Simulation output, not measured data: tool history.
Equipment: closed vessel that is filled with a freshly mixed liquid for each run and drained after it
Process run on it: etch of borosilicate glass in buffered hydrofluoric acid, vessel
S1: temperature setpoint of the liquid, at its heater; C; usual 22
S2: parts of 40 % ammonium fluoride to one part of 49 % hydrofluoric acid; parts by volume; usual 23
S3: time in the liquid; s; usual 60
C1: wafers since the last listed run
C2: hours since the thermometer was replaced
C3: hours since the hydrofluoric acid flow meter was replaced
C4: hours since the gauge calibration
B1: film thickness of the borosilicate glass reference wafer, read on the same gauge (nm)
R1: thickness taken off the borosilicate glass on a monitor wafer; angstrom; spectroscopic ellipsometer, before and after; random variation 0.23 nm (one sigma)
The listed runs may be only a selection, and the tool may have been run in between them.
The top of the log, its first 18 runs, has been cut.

At hour 1288.7: thermometer replaced.
Run 19, hour 1293.9: usual settings but S3 30 s; C1 13809; C2 5.2; C3 251.2; C4 2155.4; B1 100. Result: R1 141.8 angstrom.
Run 20, hour 1387.1: usual settings but S1 18 C, S3 85 s; C1 13663; C2 98.4; C3 344.4; C4 2248.6; B1 99.99. Result: R1 315.5 angstrom.
Run 21, hour 1494.1: usual settings; C1 15686; C2 205.4; C3 451.4; C4 2355.6; B1 100.02. Result: R1 273.9 angstrom.
Run 22, hour 1537.3: usual settings; C1 6333; C2 248.6; C3 494.6; C4 2398.8; B1 100. Result: R1 277.4 angstrom.
Run 23, hour 1614.4: usual settings; C1 11303; C2 325.7; C3 571.7; C4 2475.9; B1 99.99. Result: R1 272.6 angstrom.
Run 24, hour 1685.2: usual settings; C1 10379; C2 396.5; C3 642.5; C4 2546.7; B1 99.99. Result: R1 272.9 angstrom.
Run 25, hour 1780.7: usual settings but S2 18 parts by volume; C1 14000; C2 492; C3 738; C4 2642.2; B1 99.97. Result: R1 321.5 angstrom.
At hour 1838.3: gauge calibrated.
Run 26, hour 1877.2: usual settings; C1 14147; C2 588.5; C3 834.5; C4 38.9; B1 100.04. Result: R1 264.9 angstrom.
Run 27, hour 1930.3: usual settings but S1 19 C, S2 18 parts by volume, S3 75 s; C1 7784; C2 641.6; C3 887.6; C4 92; B1 99.99. Result: R1 333.5 angstrom.
Run 28, hour 1988.3: usual settings; C1 8502; C2 699.6; C3 945.6; C4 150; B1 99.99. Result: R1 264.8 angstrom.
Run 29, hour 2092.1: usual settings but S1 25 C; C1 15217; C2 803.4; C3 1049.4; C4 253.8; B1 99.97. Result: R1 306.7 angstrom.
At hour 2178: hydrofluoric acid flow meter replaced.
Run 30, hour 2190.3: usual settings but S1 24 C, S2 15 parts by volume; C1 14249; C2 901.6; C3 12.3; C4 352; B1 100.01. Result: R1 457.3 angstrom.
Run 31, hour 2272.6: usual settings but S1 24 C, S2 30 parts by volume, S3 90 s; C1 12065; C2 983.9; C3 94.6; C4 434.3; B1 99.97. Result: R1 391.6 angstrom.
Run 32, hour 2329.9: usual settings but S1 24 C, S2 16.5 parts by volume, S3 90 s; C1 8400; C2 1041.2; C3 151.9; C4 491.6; B1 99.98. Result: R1 613.3 angstrom.

4 options for the next run, each taken on its own from the tool as it stands now. Forecast them:
Run A, hour 2330.6: usual settings; C1 102; C2 1041.9; C3 152.6; C4 492.3; B1 ?. Result: R1 ?.
Run B, hour 2330.6: usual settings but S3 35 s; C1 102; C2 1041.9; C3 152.6; C4 492.3; B1 ?. Result: R1 ?.
Run C, hour 2330.6: usual settings but S1 18.5 C, S2 29 parts by volume, S3 75 s; C1 102; C2 1041.9; C3 152.6; C4 492.3; B1 ?. Result: R1 ?.
Run D, hour 2330.6: usual settings but S1 18 C, S2 27.5 parts by volume; C1 102; C2 1041.9; C3 152.6; C4 492.3; B1 ?. Result: R1 ?.

run      B1     R1
  A  100.01  278.8
  B  100.01  162.6
  C  100.01  244.2
  D  100.01  197.2
What these runs would have given with no unlogged condition in the tool:
run     R1
  A  293.3
  B  171.1
  C  257.2
  D  207.6

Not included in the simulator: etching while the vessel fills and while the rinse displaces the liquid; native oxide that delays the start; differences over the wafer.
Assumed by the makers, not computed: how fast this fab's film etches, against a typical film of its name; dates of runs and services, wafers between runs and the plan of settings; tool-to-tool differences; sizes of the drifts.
